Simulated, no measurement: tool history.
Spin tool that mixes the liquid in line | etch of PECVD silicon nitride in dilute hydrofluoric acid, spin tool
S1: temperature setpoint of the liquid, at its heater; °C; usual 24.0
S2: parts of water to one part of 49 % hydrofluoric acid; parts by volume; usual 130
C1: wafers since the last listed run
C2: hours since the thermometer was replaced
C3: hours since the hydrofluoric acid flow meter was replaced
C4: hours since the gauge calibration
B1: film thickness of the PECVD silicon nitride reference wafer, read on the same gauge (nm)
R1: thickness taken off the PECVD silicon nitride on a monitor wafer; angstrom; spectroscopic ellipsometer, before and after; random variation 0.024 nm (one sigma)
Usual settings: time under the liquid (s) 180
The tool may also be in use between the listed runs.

Run 1, day 0.000: usual settings; C1 0; C2 0.6; C3 1706.3; C4 160.3; B1 39.97. Result: R1 49.5 angstrom.
Run 2, day 0.529: usual settings but S2 90 parts by volume; C1 96; C2 13.3; C3 1719.0; C4 173.0; B1 39.99. Result: R1 71.0 angstrom.
Run 3, day 1.142: usual settings but S1 27.0 °C; C1 111; C2 28.0; C3 1733.7; C4 187.7; B1 40.04. Result: R1 60.4 angstrom.
At day 1.217: hydrofluoric acid flow meter replaced.
Run 4, day 1.438: usual settings but S1 27.0 °C; C1 46; C2 35.1; C3 5.3; C4 194.8; B1 40.01. Result: R1 59.9 angstrom.
Run 5, day 1.925: usual settings but S1 27.0 °C; C1 88; C2 46.8; C3 17.0; C4 206.5; B1 39.97. Result: R1 59.9 angstrom.
Run 6, day 2.392: usual settings; C1 84; C2 58.0; C3 28.2; C4 217.7; B1 39.97. Result: R1 49.4 angstrom.
Run 7, day 2.917: usual settings; C1 95; C2 70.6; C3 40.8; C4 230.3; B1 39.97. Result: R1 49.5 angstrom.
Run 8, day 3.583: usual settings; C1 121; C2 86.6; C3 56.8; C4 246.3; B1 39.98. Result: R1 49.5 angstrom.
Run 9, day 3.950: usual settings but S1 21.5 °C, S2 70 parts by volume, time under the liquid (s) 230; C1 66; C2 95.4; C3 65.6; C4 255.1; B1 40.00. Result: R1 99.4 angstrom.
Run 10, day 4.308: usual settings; C1 65; C2 104.0; C3 74.2; C4 263.7; B1 40.01. Result: R1 49.4 angstrom.
Run 11, day 4.888: usual settings but S1 19.0 °C; C1 105; C2 117.9; C3 88.1; C4 277.6; B1 40.01. Result: R1 35.3 angstrom.
Run 12, day 5.679: usual settings but S1 19.5 °C, S2 90 parts by volume; C1 143; C2 136.9; C3 107.1; C4 296.6; B1 39.98. Result: R1 52.6 angstrom.
Run 13, day 6.350: usual settings but S1 22.0 °C, S2 90 parts by volume, time under the liquid (s) 130; C1 121; C2 153.0; C3 123.2; C4 312.7; B1 40.02. Result: R1 45.1 angstrom.
Run 14, day 6.817: usual settings but S1 28.0 °C; C1 84; C2 164.2; C3 134.4; C4 323.9; B1 39.99. Result: R1 64.1 angstrom.
Run 15, day 7.479: usual settings but S1 21.5 °C, S2 70 parts by volume, time under the liquid (s) 230; C1 120; C2 180.1; C3 150.3; C4 339.8; B1 39.96. Result: R1 98.3 angstrom.
At day 8.142: gauge calibrated.
Run 16, day 9.333: usual settings but S1 19.5 °C, S2 150 parts by volume, time under the liquid (s) 230; C1 336; C2 224.6; C3 194.8; C4 28.6; B1 39.98. Result: R1 41.2 angstrom.
Run 17, day 10.912: usual settings but S1 22.0 °C, S2 195 parts by volume, time under the liquid (s) 265; C1 286; C2 262.5; C3 232.7; C4 66.5; B1 39.97. Result: R1 42.9 angstrom.
Run 18, day 11.183: usual settings but S1 22.0 °C, S2 90 parts by volume, time under the liquid (s) 130; C1 49; C2 269.0; C3 239.2; C4 73.0; B1 40.01. Result: R1 45.3 angstrom.
Run 19, day 11.512: usual settings; C1 59; C2 276.9; C3 247.1; C4 80.9; B1 40.03. Result: R1 49.2 angstrom.
Run 20, day 12.079: usual settings but S1 27.0 °C, time under the liquid (s) 125; C1 102; C2 290.5; C3 260.7; C4 94.5; B1 40.00. Result: R1 41.4 angstrom.
Run 21, day 12.379: usual settings but S2 70 parts by volume, time under the liquid (s) 280; C1 54; C2 297.7; C3 267.9; C4 101.7; B1 39.99. Result: R1 142.1 angstrom.
Run 22, day 12.829: usual settings but S1 19.5 °C, time under the liquid (s) 120; C1 81; C2 308.5; C3 278.7; C4 112.5; B1 39.95. Result: R1 24.6 angstrom.
Run 23, day 13.083: usual settings but S1 22.0 °C, S2 175 parts by volume; C1 46; C2 314.6; C3 284.8; C4 118.6; B1 39.98. Result: R1 32.6 angstrom.
Run 24, day 13.550: usual settings but S1 21.0 °C, S2 155 parts by volume, time under the liquid (s) 150; C1 84; C2 325.8; C3 296.0; C4 129.8; B1 40.03. Result: R1 28.3 angstrom.
Run 25, day 13.979: usual settings but S2 190 parts by volume, time under the liquid (s) 80; C1 77; C2 336.1; C3 306.3; C4 140.1; B1 40.03. Result: R1 15.2 angstrom.
Run 26, day 14.683: usual settings; C1 127; C2 353.0; C3 323.2; C4 157.0; B1 39.98. Result: R1 49.5 angstrom.
Run 27, day 15.192: usual settings but S1 27.5 °C, S2 85 parts by volume; C1 92; C2 365.2; C3 335.4; C4 169.2; B1 40.00. Result: R1 94.1 angstrom.
Run 28, day 15.842: usual settings; C1 118; C2 380.8; C3 351.0; C4 184.8; B1 40.04. Result: R1 49.4 angstrom.
Run 29, day 16.229: usual settings but S1 27.5 °C, time under the liquid (s) 130; C1 70; C2 390.1; C3 360.3; C4 194.1; B1 39.99. Result: R1 44.4 angstrom.
Run 30, day 16.888: usual settings but time under the liquid (s) 145; C1 119; C2 405.9; C3 376.1; C4 209.9; B1 39.99. Result: R1 40.0 angstrom.
Run 31, day 17.621: usual settings but S2 80 parts by volume, time under the liquid (s) 285; C1 133; C2 423.5; C3 393.7; C4 227.5; B1 39.98. Result: R1 126.0 angstrom.
Run 32, day 18.229: usual settings but S1 22.5 °C, S2 185 parts by volume, time under the liquid (s) 210; C1 110; C2 438.1; C3 408.3; C4 242.1; B1 39.99. Result: R1 37.1 angstrom.

What the log doesn't show, run by run:
liquid colder than its thermometer reads (K): 0 in every run
hydrofluoric acid flow above the setpoint (%): 0 in every run
gauge reads high (%): 0 in every run
